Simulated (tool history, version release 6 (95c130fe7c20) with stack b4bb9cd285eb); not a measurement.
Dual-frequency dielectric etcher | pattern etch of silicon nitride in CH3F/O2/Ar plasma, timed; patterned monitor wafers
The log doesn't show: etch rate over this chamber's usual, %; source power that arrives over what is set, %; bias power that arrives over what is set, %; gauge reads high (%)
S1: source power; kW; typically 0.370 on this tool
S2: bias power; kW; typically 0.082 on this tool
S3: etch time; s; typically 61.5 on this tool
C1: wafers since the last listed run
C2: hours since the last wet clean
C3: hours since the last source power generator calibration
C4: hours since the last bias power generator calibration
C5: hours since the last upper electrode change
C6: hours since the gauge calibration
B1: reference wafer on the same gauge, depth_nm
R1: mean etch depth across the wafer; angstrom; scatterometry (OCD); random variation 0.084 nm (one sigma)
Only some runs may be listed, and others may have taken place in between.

run    hour     S1     S2    S3    C1     C2      C3      C4      C5      C6     B1     R1
  1     0.0  0.370  0.082  61.5     0  238.7  2028.3  3083.5  2893.5   322.8  41.43  395.1
  2    58.5  0.370  0.082  61.5   645  297.2  2086.8  3142.0  2952.0   381.3  41.34  395.4
  3    89.0  0.370  0.082  61.5   336  327.7  2117.3  3172.5  2982.5   411.8  41.33  395.9
      134.6  -- wet clean of the chamber
  4   135.1  0.370  0.082  61.5   243    0.5  2163.4  3218.6  3028.6   457.9  41.35  395.3
  5   195.9  0.370  0.082  61.5   670   61.3  2224.2  3279.4  3089.4   518.7  41.28  395.7
  6   244.8  0.370  0.082  69.5   539  110.2  2273.1  3328.3  3138.3   567.6  41.24  446.6
  7   273.6  0.370  0.082  61.5   317  139.0  2301.9  3357.1  3167.1   596.4  41.27  395.8
  8   324.7  0.370  0.082  61.5   563  190.1  2353.0  3408.2  3218.2   647.5  41.19  393.3
  9   376.8  0.370  0.082  61.5   574  242.2  2405.1  3460.3  3270.3   699.6  41.17  393.4
      411.5  -- source power generator calibrated
 10   412.0  0.370  0.082  61.5   344  277.4     0.5  3495.5  3305.5   734.8  41.17  393.9
      438.7  -- upper electrode replaced
 11   455.8  0.370  0.082  61.5   218  321.2    44.3  3539.3    17.1   778.6  41.13  393.7
 12   487.2  0.370  0.082  61.5   346  352.6    75.7  3570.7    48.5   810.0  41.13  393.3
      521.0  -- wet clean of the chamber
 13   521.9  0.370  0.082  61.5   118    0.9   110.4  3605.4    83.2   844.7  41.13  393.4
 14   577.2  0.400  0.068  47.0   609   56.2   165.7  3660.7   138.5   900.0  41.09  279.9
 15   625.2  0.290  0.063  69.0   529  104.2   213.7  3708.7   186.5   948.0  41.08  351.7
 16   652.4  0.450  0.064  49.0   300  131.4   240.9  3735.9   213.7   975.2  41.08  295.3
      672.5  -- bias power generator calibrated
 17   688.2  0.370  0.063  61.5   350  167.2   276.7    15.7   249.5  1011.0  41.04  341.7
      830.6  -- wet clean of the chamber
 18   884.1  0.370  0.082  69.5  1896   53.5   472.6   211.6   445.4  1206.9  41.04  443.0
 19   910.5  0.290  0.062  77.5   291   79.9   499.0   238.0   471.8  1233.3  41.03  391.3
 20   945.7  0.370  0.082  61.5   388  115.1   534.2   273.2   507.0  1268.5  41.03  392.1
 21  1009.6  0.370  0.082  74.0   704  179.0   598.1   337.1   570.9  1332.4  41.02  471.6
     1026.7  -- gauge calibrated
 22  1076.9  0.310  0.097  77.0   742  246.3   665.4   404.4   638.2    50.2  41.82  513.2
 23  1146.1  0.370  0.082  61.5   763  315.5   734.6   473.6   707.4   119.4  41.74  399.5
     1196.0  -- wet clean of the chamber
 24  1196.5  0.370  0.082  74.0   291    0.5   785.0   524.0   757.8   169.8  41.66  479.6
 25  1224.2  0.290  0.066  61.5   305   28.2   812.7   551.7   785.5   197.5  41.59  325.0
 26  1293.4  0.410  0.069  61.5   763   97.4   881.9   620.9   854.7   266.7  41.51  375.6

Each run again, without the hidden state but with its own random variation kept:
run     R1
  1  400.4
  2  401.3
  3  402.1
  4  401.8
  5  402.6
  6  454.8
  7  403.2
  8  401.0
  9  401.3
 10  402.0
 11  401.9
 12  401.6
 13  401.8
 14  286.0
 15  359.5
 16  301.9
 17  349.4
 18  453.4
 19  400.4
 20  401.3
 21  482.8
 22  514.9
 23  402.1
 24  483.6
 25  328.0
 26  379.9
